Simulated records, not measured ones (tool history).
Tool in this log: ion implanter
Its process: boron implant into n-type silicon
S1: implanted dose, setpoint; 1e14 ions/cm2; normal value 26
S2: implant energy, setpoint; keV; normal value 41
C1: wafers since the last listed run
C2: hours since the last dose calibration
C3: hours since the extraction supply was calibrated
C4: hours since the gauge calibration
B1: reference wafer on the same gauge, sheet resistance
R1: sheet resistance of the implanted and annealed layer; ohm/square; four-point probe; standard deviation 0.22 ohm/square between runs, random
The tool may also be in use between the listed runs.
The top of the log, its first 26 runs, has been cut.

run 27 hour=341.7 | S1=23.8 S2=37 | C1=460 C2=79.2 C3=269 C4=260 | B1=44.35 | R1=51.94
run 28 hour=359.6 | S1=22.84 S2=31.5 | C1=593 C2=97.1 C3=286.9 C4=277.9 | B1=44.37 | R1=54.37
run 29 hour=372.2 | S1=20.69 S2=41 | C1=417 C2=109.7 C3=299.5 C4=290.5 | B1=44.3 | R1=58.42
run 30 hour=389.1 | S1=26 S2=41 | C1=560 C2=126.6 C3=316.4 C4=307.4 | B1=44.28 | R1=47.64
run 31 hour=405.7 | S1=20.43 S2=50.5 | C1=550 C2=143.2 C3=333 C4=324 | B1=44.35 | R1=57.52
run 32 hour=412.9 | S1=32.33 S2=27.5 | C1=238 C2=150.4 C3=340.2 C4=331.2 | B1=44.31 | R1=44.83
run 33 hour=421.1 | S1=19.67 S2=36 | C1=271 C2=158.6 C3=348.4 C4=339.4 | B1=44.27 | R1=61.04
run 34 hour=431.9 | S1=18.32 S2=32.5 | C1=358 C2=169.4 C3=359.2 C4=350.2 | B1=44.27 | R1=65.75

What does the tool deliver on the next run?
run 35 hour=447.1 | S1=31.19 S2=41 | C1=503 C2=184.6 C3=374.4 C4=365.4 | B1=? | R1=?

B1: 44.33
R1: 42.24 ohm/square
Were there no unlogged condition in the tool, this run, its random variation unchanged, would have produced R1 42.24 ohm/square.
